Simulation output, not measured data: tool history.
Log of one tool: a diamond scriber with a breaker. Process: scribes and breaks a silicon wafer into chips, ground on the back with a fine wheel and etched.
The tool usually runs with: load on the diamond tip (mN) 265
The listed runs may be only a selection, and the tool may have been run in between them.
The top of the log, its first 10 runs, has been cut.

| run | hour | load on the diamond tip (mN) | incoming depth of the damage left on the back of the incoming wafer, um | depth of the median crack under the scribed line (µm) | chips rejected at inspection after the break (%) |
|---|---|---|---|---|---|
|  | 503.7 | load on the tip recalibrated |
| 11 | 513.6 | 265 | 0.48 | 9.38 | 6.73 |
| 12 | 530.7 | 234 | 0.7 | 8.73 | 9.95 |
| 13 | 560.3 | 234 | 0.74 | 8.7 | 10.53 |
|  | 566.4 | diamond tip replaced by a new one, repeated, since the last time left the tool worse |
| 14 | 583.2 | 234 | 0.41 | 11.4 | 1.98 |
| 15 | 618.4 | 286 | 0.42 | 12.72 | 1.29 |
| 16 | 635.1 | 265 | 0.7 | 11.79 | 1.33 |
| 17 | 702.2 | 297 | 0.34 | 13.01 | 1.59 |
| 18 | 719.7 | 265 | 0.65 | 11.88 | 1.17 |
| 19 | 754.4 | 265 | 0.39 | 11.76 | 1.14 |
| 20 | 773.8 | 310 | 0.66 | 13.62 | 1.82 |
| 21 | 786.5 | 300 | 0.32 | 12.6 | 1.58 |
| 22 | 822.1 | 245 | 0.31 | 11.5 | 1.57 |
| 23 | 851.7 | 192 | 0.65 | 9.76 | 5.08 |
| 24 | 879.3 | 236 | 0.67 | 11.04 | 1.95 |
| 25 | 907.7 | 239 | 0.71 | 11.22 | 1.87 |
|  | 912.9 | load on the tip recalibrated |
| 26 | 936.4 | 321 | 0.62 | 12.9 | 1.7 |
| 27 | 956 | 298 | 0.37 | 12.61 | 1.24 |
| 28 | 971.6 | 191 | 0.32 | 9.62 | 5.68 |
| 29 | 983.7 | 308 | 0.56 | 12.88 | 1.24 |
| 30 | 1013.7 | 331 | 0.8 | 13.53 | 1.82 |
| 31 | 1067.3 | 265 | 0.47 | 11.3 | 1.56 |
| 32 | 1136.2 | 323 | 0.41 | 12.65 | 1.44 |

What if the next run were any one of these 5? Each begins from the tool's condition after run 32:
| A | 1136.8 | 335 | 0.47 | ? | ? |
| B | 1136.8 | 294 | 0.47 | ? | ? |
| C | 1136.8 | 203 | 0.47 | ? | ? |
| D | 1136.8 | 229 | 0.47 | ? | ? |
| E | 1136.8 | 190 | 0.47 | ? | ? |

| run | depth of the median crack under the scribed line (µm) | chips rejected at inspection after the break (%) |
|---|---|---|
| A | 12.97 | 1.56 |
| B | 11.98 | 1.35 |
| C | 9.61 | 7.13 |
| D | 10.31 | 4.3 |
| E | 9.25 | 9.01 |
Without the tool's unlogged condition, the same runs would have read:
| run | depth of the median crack under the scribed line (µm) | chips rejected at inspection after the break (%) |
|---|---|---|
| A | 14.18 | 3.25 |
| B | 13.1 | 1.67 |
| C | 10.51 | 3.71 |
| D | 11.28 | 2.02 |
| E | 10.11 | 5.01 |
